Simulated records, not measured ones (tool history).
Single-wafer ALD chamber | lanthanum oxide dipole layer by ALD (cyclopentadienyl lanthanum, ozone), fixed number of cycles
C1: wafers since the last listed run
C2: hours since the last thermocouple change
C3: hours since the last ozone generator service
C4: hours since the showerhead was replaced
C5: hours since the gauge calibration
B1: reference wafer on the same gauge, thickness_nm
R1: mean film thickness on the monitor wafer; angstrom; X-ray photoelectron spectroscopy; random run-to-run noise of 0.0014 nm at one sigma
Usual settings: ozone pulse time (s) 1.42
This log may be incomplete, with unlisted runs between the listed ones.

run 1 hour=0.0 | ozone_pulse_time_(s)=1.42 | C1=0 C2=1203.7 C3=775.4 C4=6398.6 C5=51.5 | B1=0.446 | R1=4.64
run 2 hour=15.5 | ozone_pulse_time_(s)=1.42 | C1=336 C2=1219.2 C3=790.9 C4=6414.1 C5=67.0 | B1=0.446 | R1=4.62
run 3 hour=24.3 | ozone_pulse_time_(s)=1.42 | C1=191 C2=1228.0 C3=799.7 C4=6422.9 C5=75.8 | B1=0.446 | R1=4.64
run 4 hour=33.5 | ozone_pulse_time_(s)=1.42 | C1=199 C2=1237.2 C3=808.9 C4=6432.1 C5=85.0 | B1=0.446 | R1=4.63
run 5 hour=42.2 | ozone_pulse_time_(s)=1.42 | C1=188 C2=1245.9 C3=817.6 C4=6440.8 C5=93.7 | B1=0.446 | R1=4.62
-- hour=63.6 gauge calibrated
-- hour=64.0 ozone generator serviced
run 6 hour=64.5 | ozone_pulse_time_(s)=1.42 | C1=310 C2=1268.2 C3=0.5 C4=6463.1 C5=0.9 | B1=0.446 | R1=5.30
run 7 hour=71.8 | ozone_pulse_time_(s)=1.76 | C1=158 C2=1275.5 C3=7.8 C4=6470.4 C5=8.2 | B1=0.446 | R1=5.50
run 8 hour=88.1 | ozone_pulse_time_(s)=1.19 | C1=353 C2=1291.8 C3=24.1 C4=6486.7 C5=24.5 | B1=0.446 | R1=5.01
-- hour=107.7 showerhead replaced, of another model than before
run 9 hour=108.2 | ozone_pulse_time_(s)=1.25 | C1=262 C2=1311.9 C3=44.2 C4=0.5 C5=44.6 | B1=0.446 | R1=5.24
run 10 hour=111.8 | ozone_pulse_time_(s)=1.42 | C1=78 C2=1315.5 C3=47.8 C4=4.1 C5=48.2 | B1=0.446 | R1=5.31
-- hour=121.4 thermocouple changed; heater temperature recalibrated
run 11 hour=123.7 | ozone_pulse_time_(s)=1.42 | C1=84 C2=2.3 C3=59.7 C4=16.0 C5=60.1 | B1=0.446 | R1=5.31
run 12 hour=130.2 | ozone_pulse_time_(s)=1.87 | C1=141 C2=8.8 C3=66.2 C4=22.5 C5=66.6 | B1=0.446 | R1=5.44
run 13 hour=138.4 | ozone_pulse_time_(s)=1.86 | C1=177 C2=17.0 C3=74.4 C4=30.7 C5=74.8 | B1=0.446 | R1=5.44
run 14 hour=156.1 | ozone_pulse_time_(s)=1.87 | C1=384 C2=34.7 C3=92.1 C4=48.4 C5=92.5 | B1=0.446 | R1=5.42
run 15 hour=162.6 | ozone_pulse_time_(s)=1.20 | C1=141 C2=41.2 C3=98.6 C4=54.9 C5=99.0 | B1=0.446 | R1=5.14

Below are 4 alternative next runs, each starting from the tool's condition after run 15. Predict each:
run A hour=163.0 | ozone_pulse_time_(s)=0.95 | C1=8 C2=41.6 C3=99.0 C4=55.3 C5=99.4 | B1=? | R1=?
run B hour=163.0 | ozone_pulse_time_(s)=0.90 | C1=8 C2=41.6 C3=99.0 C4=55.3 C5=99.4 | B1=? | R1=?
run C hour=163.0 | ozone_pulse_time_(s)=1.24 | C1=8 C2=41.6 C3=99.0 C4=55.3 C5=99.4 | B1=? | R1=?
run D hour=163.0 | ozone_pulse_time_(s)=0.94 | C1=8 C2=41.6 C3=99.0 C4=55.3 C5=99.4 | B1=? | R1=?

run=A B1=0.446 R1=4.97
run=B B1=0.446 R1=4.94
run=C B1=0.446 R1=5.16
run=D B1=0.446 R1=4.97
The same runs, with their run-to-run variation unchanged, on a tool lacking any hidden condition would have given:
run=A R1=5.13
run=B R1=5.10
run=C R1=5.29
run=D R1=5.13

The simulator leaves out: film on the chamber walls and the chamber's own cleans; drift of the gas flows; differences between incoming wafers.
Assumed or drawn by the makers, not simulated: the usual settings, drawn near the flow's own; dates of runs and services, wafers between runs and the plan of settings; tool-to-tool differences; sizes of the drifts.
